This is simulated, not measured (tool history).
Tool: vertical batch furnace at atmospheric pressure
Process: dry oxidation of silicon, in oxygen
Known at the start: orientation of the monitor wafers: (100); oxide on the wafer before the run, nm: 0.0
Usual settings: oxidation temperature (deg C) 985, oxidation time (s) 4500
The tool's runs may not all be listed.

run	hour	oxidation temperature (deg C)	oxidation time (s)	read-back reference wafer on the same gauge, thickness	oxide thickness on the monitor wafer (angstrom)
1	0.0	985	5730	50.34	597.8
2	26.8	985	5730	50.35	601.6
3	50.7	985	4500	50.44	513.9
4	71.5	985	4500	50.53	510.3
5	94.0	1002	3990	50.57	554.3
6	108.7	1002	3990	50.53	552.7
7	131.5	985	3000	50.60	392.5
8	159.2	985	3000	50.61	393.3
9	232.7	985	3000	50.78	393.0
10	263.3	994	4500	50.84	559.4
11	287.7	994	4500	50.92	561.5
12	303.7	994	4500	50.83	565.0
13	338.7	985	4500	51.02	511.8
14	362.3	985	4500	50.98	519.3
15	375.0	985	4500	50.98	511.8
16	418.0	1008	6210	51.09	805.9
17	438.9	998	3720	51.15	513.6
18	469.2	966	3660	51.17	387.3
19	482.0	985	4500	51.24	517.2
20	499.7	985	4500	51.26	516.0
21	567.3	969	2700	51.42	324.4
22	607.9	1003	5760	51.40	729.8
23	626.4	985	4500	51.46	518.8
24	658.0	977	3210	49.81	378.5
25	686.4	994	6060	49.88	673.9
26	711.9	1007	2850	49.89	466.6
27	732.7	976	3720	49.86	415.1
28	762.5	968	6240	49.97	556.2
29	796.3	985	4500	50.03	504.9
30	829.2	985	4500	50.10	504.1

Taken out of this log: 3 entries between the listed runs. Where each belongs, and how the hidden state differs across it:
Between runs 12 and 13: thermocouples replaced and temperature profile calibrated (hour 338.2)
  gauge reads high (%): 2 -> 2.12
  measured less the result without the state, oxide thickness on the monitor wafer (angstrom): +11.1 -> +10.6
Between runs 21 and 22: boat lift adjusted (hour 593.0)
  gauge reads high (%): 2.93 -> 3.07
  measured less the result without the state, oxide thickness on the monitor wafer (angstrom): +9.2 -> +21.7
Between runs 23 and 24: gauge calibrated (hour 628.9)
  gauge reads high (%): 3.14 -> -0.216
  measured less the result without the state, oxide thickness on the monitor wafer (angstrom): +15.8 -> -0.9

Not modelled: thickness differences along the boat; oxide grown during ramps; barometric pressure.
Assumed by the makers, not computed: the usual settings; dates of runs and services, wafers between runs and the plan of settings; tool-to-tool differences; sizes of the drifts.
